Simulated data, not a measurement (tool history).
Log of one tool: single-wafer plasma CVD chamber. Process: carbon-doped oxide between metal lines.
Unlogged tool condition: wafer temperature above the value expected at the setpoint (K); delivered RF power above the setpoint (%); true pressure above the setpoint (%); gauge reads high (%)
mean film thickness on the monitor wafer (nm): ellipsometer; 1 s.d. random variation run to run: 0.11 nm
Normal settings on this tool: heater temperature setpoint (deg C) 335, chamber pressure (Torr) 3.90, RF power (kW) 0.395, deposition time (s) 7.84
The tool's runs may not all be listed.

run,hour,heater temperature setpoint (deg C),chamber pressure (Torr),RF power (kW),deposition time (s),wafers since the last listed run,hours since the last thermocouple change,hours since the last RF generator calibration,hours since the last manometer calibration,hours since the showerhead was replaced,hours since the gauge calibration,"read-back reference wafer on the same gauge, thickness_nm",mean film thickness on the monitor wafer (nm)
1,0.0,344,3.90,0.395,7.84,0,83.9,2447.8,35.2,2941.7,321.3,35.696,30.900
2,7.6,344,3.90,0.395,7.84,149,91.5,2455.4,42.8,2949.3,328.9,35.685,30.908
3,18.2,344,3.90,0.395,7.84,207,102.1,2466.0,53.4,2959.9,339.5,35.720,30.897
# hour 28.5: RF generator calibrated
4,29.0,335,3.90,0.395,7.84,54,112.9,0.5,64.2,2970.7,350.3,35.719,33.681
5,63.3,335,3.90,0.395,7.84,672,147.2,34.8,98.5,3005.0,384.6,35.691,33.531
6,77.0,339,4.20,0.395,7.17,268,160.9,48.5,112.2,3018.7,398.3,35.703,30.711
7,90.2,344,3.90,0.395,7.84,258,174.1,61.7,125.4,3031.9,411.5,35.721,32.391
8,101.4,335,3.90,0.395,7.84,219,185.3,72.9,136.6,3043.1,422.7,35.684,33.614
9,114.9,335,3.90,0.395,7.84,264,198.8,86.4,150.1,3056.6,436.2,35.719,33.230
10,128.3,335,3.90,0.395,7.84,262,212.2,99.8,163.5,3070.0,449.6,35.713,33.438
11,138.9,335,3.90,0.395,7.84,207,222.8,110.4,174.1,3080.6,460.2,35.695,33.580
12,154.0,328,3.55,0.395,7.84,296,237.9,125.5,189.2,3095.7,475.3,35.711,33.874
13,161.8,335,3.90,0.340,7.84,152,245.7,133.3,197.0,3103.5,483.1,35.703,30.572
14,175.9,335,3.54,0.395,7.84,276,259.8,147.4,211.1,3117.6,497.2,35.705,32.975
15,190.7,335,3.90,0.395,7.84,290,274.6,162.2,225.9,3132.4,512.0,35.712,33.375
16,206.1,335,3.90,0.395,6.53,301,290.0,177.6,241.3,3147.8,527.4,35.694,27.842
17,220.5,335,3.90,0.395,7.84,282,304.4,192.0,255.7,3162.2,541.8,35.699,33.376
18,230.6,324,3.34,0.465,7.84,198,314.5,202.1,265.8,3172.3,551.9,35.674,37.810
# hour 238.0: gauge calibrated
19,245.6,335,3.90,0.470,6.63,294,329.5,217.1,280.8,3187.3,7.6,35.698,31.261
# hour 258.3: showerhead replaced
20,298.8,331,3.90,0.395,7.84,886,382.7,270.3,334.0,40.5,60.8,35.682,33.606
21,313.5,346,3.90,0.395,8.54,288,397.4,285.0,348.7,55.2,75.5,35.695,34.741
22,326.0,335,4.63,0.395,7.84,245,409.9,297.5,361.2,67.7,88.0,35.680,33.961
23,341.0,320,3.90,0.340,8.56,294,424.9,312.5,376.2,82.7,103.0,35.716,35.068
24,357.5,321,4.52,0.395,8.53,323,441.4,329.0,392.7,99.2,119.5,35.688,38.773
25,373.7,335,3.90,0.350,8.42,317,457.6,345.2,408.9,115.4,135.7,35.731,32.949
26,384.1,335,3.02,0.445,9.09,203,468.0,355.6,419.3,125.8,146.1,35.669,40.256
27,393.6,335,3.90,0.395,6.84,186,477.5,365.1,428.8,135.3,155.6,35.699,28.978
28,403.3,329,2.97,0.395,7.84,190,487.2,374.8,438.5,145.0,165.3,35.715,32.902

5 ways to go on from here, each from the tool as it stands after run 28. What would each give?
A,403.7,335,3.90,0.395,6.94,7,487.6,375.2,438.9,145.4,165.7,?,?
B,403.7,335,3.90,0.395,7.42,7,487.6,375.2,438.9,145.4,165.7,?,?
C,403.7,342,3.46,0.330,6.60,7,487.6,375.2,438.9,145.4,165.7,?,?
D,403.7,328,3.04,0.395,7.84,7,487.6,375.2,438.9,145.4,165.7,?,?
E,403.7,335,3.28,0.345,7.84,7,487.6,375.2,438.9,145.4,165.7,?,?

run,"read-back reference wafer on the same gauge, thickness_nm",mean film thickness on the monitor wafer (nm)
A,35.742,29.321
B,35.742,31.321
C,35.742,24.035
D,35.742,33.101
E,35.742,29.833
Without the tool's unlogged condition, the same runs would have read:
run,mean film thickness on the monitor wafer (nm)
A,29.995
B,32.040
C,24.606
D,33.861
E,30.542

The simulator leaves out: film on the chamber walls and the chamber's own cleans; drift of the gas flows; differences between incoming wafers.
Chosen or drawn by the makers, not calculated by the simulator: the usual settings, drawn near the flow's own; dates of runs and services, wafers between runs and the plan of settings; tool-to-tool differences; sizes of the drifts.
